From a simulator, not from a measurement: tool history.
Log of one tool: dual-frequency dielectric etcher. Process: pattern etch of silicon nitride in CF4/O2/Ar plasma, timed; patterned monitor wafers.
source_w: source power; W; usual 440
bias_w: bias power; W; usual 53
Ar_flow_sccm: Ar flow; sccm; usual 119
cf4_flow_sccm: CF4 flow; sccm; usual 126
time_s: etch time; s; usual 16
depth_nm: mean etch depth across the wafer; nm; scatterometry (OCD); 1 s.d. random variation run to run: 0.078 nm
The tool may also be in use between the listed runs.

run,day,source_w,bias_w,Ar_flow_sccm,cf4_flow_sccm,time_s,"read-back reference wafer on the same gauge, depth_nm",depth_nm
1,0,440,53,119,126,16,24.71,30.19
2,0.717,440,53,119,126,16,24.69,30.26
3,1.258,440,53,119,126,16,24.7,30.44
4,1.562,440,53,119,126,16,24.69,30.55
5,2.025,440,53,111,133,16,24.72,30.8
# day 2.371: bias power generator calibrated
6,2.542,440,53,119,126,16,24.7,30.58
# day 2.908: source power generator calibrated
# day 3.088: Ar flow controller replaced
7,3.108,440,53,119,126,16,24.7,30.53
8,3.583,440,61,119,126,16,24.7,32.96
# day 4.067: CF4 flow controller replaced
9,4.104,440,53,119,126,13.5,24.71,25.87
# day 5.508: wet clean of the chamber
10,5.529,440,53,119,126,16,24.72,29.17
11,5.542,350,60,119,126,16,24.69,24.98
12,5.554,440,53,119,126,16,24.71,29.29
# day 6.771: upper electrode replaced
13,6.792,440,53,108,126,20,24.7,37.02
14,6.804,440,43,119,126,16,24.71,26.19
15,7.158,360,60,129,126,20.5,24.69,32.7
# day 7.7: gauge calibrated
16,7.746,440,53,119,126,16,24.69,29.19
17,8.083,440,53,100,126,12.5,24.7,23.44
18,8.521,440,48,135,126,16,24.68,27.71
19,8.792,440,53,119,126,16,24.72,29.41
20,9.333,440,62,119,134,16,24.69,32.06
21,9.921,440,53,119,126,16,24.7,29.58

What if the next run were any one of these 4? Each begins from the tool's condition after run 21:
A,9.938,440,53,119,126,20,?,?
B,9.938,360,53,119,139,16,?,?
C,9.938,440,53,119,126,14,?,?
D,9.938,440,63,119,98,16,?,?

run,"read-back reference wafer on the same gauge, depth_nm",depth_nm
A,24.71,36.9
B,24.71,24.5
C,24.71,25.83
D,24.71,31.61
Take away the tool's hidden state, keep each run's random variation, and the runs would have read:
run,depth_nm
A,36.43
B,24.18
C,25.5
D,31.2
